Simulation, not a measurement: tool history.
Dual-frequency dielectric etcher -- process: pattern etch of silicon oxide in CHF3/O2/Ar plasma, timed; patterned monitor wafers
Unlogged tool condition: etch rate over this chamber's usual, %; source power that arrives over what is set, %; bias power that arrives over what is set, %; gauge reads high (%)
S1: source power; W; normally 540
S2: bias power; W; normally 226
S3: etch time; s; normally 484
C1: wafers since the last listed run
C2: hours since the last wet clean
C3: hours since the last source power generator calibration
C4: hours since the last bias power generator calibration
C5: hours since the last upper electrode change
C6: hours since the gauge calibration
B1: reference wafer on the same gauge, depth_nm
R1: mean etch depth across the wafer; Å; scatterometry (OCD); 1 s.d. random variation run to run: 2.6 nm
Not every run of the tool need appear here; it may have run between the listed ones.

run,hour,S1,S2,S3,C1,C2,C3,C4,C5,C6,B1,R1
1,0,540,226,484,0,28.3,3764,1972.5,2435.8,216.8,1249.5,11228
2,83.7,540,226,484,347,112,3847.7,2056.2,2519.5,300.5,1250.7,11326
3,190.4,540,226,484,443,218.7,3954.4,2162.9,2626.2,407.2,1249.8,11342
4,270.7,540,226,484,333,299,4034.7,2243.2,2706.5,487.5,1249.6,11397
5,355.9,540,226,484,353,384.2,4119.9,2328.4,2791.7,572.7,1250.4,11489
# hour 361.4: source power generator calibrated
# hour 467.2: wet clean of the chamber
6,467.7,540,226,484,347,0.5,106.3,2440.2,2903.5,684.5,1250.3,11178
# hour 483.1: gauge calibrated
7,527.9,540,226,484,249,60.7,166.5,2500.4,2963.7,44.8,1250,11249
8,566.9,540,226,484,161,99.7,205.5,2539.4,3002.7,83.8,1250.1,11266
# hour 797.1: bias power generator calibrated
9,838.5,540,210,484,1111,371.3,477.1,41.4,3274.3,355.4,1250,11246
# hour 904.3: wet clean of the chamber
# hour 915.6: upper electrode replaced
10,916.1,540,226,484,175,11.8,554.7,119,0.5,433,1249.8,11433
11,989.8,440,272,408,306,85.5,628.4,192.7,74.2,506.7,1250.5,9736
12,1027.1,470,243,484,154,122.8,665.7,230,111.5,544,1249.7,11232
13,1095.5,450,278,606,284,191.2,734.1,298.4,179.9,612.4,1249.7,14752
14,1153.7,500,275,484,241,249.4,792.3,356.6,238.1,670.6,1249.9,12316

Predict each of these 4 candidate next runs independently; none follows another, all start after run 14:
A,1154.3,540,226,397,2,250,792.9,357.2,238.7,671.2,?,?
B,1154.3,410,226,583.5,2,250,792.9,357.2,238.7,671.2,?,?
C,1154.3,540,207,484,2,250,792.9,357.2,238.7,671.2,?,?
D,1154.3,540,226,601,2,250,792.9,357.2,238.7,671.2,?,?

run,B1,R1
A,1249.9,9455
B,1249.9,12338
C,1249.9,11029
D,1249.9,14313
With the hidden condition removed and each run's random variation left untouched, the same runs would have given:
run,R1
A,9426
B,12303
C,10992
D,14269
